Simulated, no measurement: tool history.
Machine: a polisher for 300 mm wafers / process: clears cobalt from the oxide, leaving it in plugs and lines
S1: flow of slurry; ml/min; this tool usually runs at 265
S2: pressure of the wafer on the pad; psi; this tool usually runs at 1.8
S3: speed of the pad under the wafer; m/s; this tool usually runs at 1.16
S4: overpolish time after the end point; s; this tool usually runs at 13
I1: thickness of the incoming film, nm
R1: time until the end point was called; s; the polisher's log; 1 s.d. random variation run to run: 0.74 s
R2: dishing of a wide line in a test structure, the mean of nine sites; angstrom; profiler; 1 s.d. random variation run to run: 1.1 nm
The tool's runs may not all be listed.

run	hour	S1	S2	S3	S4	I1	R1	R2
1	0	330	1.8	1.16	13	259.1	48.4	486
# hour 23.9: head pressure recalibrated
2	58.8	330	1.8	1.16	13	257.3	49.2	478
3	89.7	265	1.5	0.88	13	256.7	79.1	344
4	114.7	265	1.5	0.88	13	256.2	77.2	350
5	148.1	265	1.8	1.16	13	261.6	53.3	466
# hour 160.9: worn pad replaced by a new one
6	204.9	265	1.8	1.16	13	263.9	49.5	492
7	231	265	1.8	1.16	13	259.2	48	463
8	289.1	265	1.8	0.88	13	260.6	64.5	407
9	316.6	265	1.8	0.88	13	257.3	65.8	388
# hour 344.2: slurry nozzle cleaned
# hour 353.6: worn pad replaced by a new one
10	382.5	265	1.8	0.88	13	258.4	60.7	409
11	413.2	265	1.8	1.16	13	263.2	48.1	497
12	442.1	265	1.8	1.16	13	258.2	48.3	478

For run 13, what comes out?
13	500.5	265	1.5	0.88	13	263.7	?	?

R1: 77.8 s
R2: 342 angstrom
On a tool with no hidden condition, and with the same random variation, this run would have come out at R1 72 s, R2 362 angstrom.
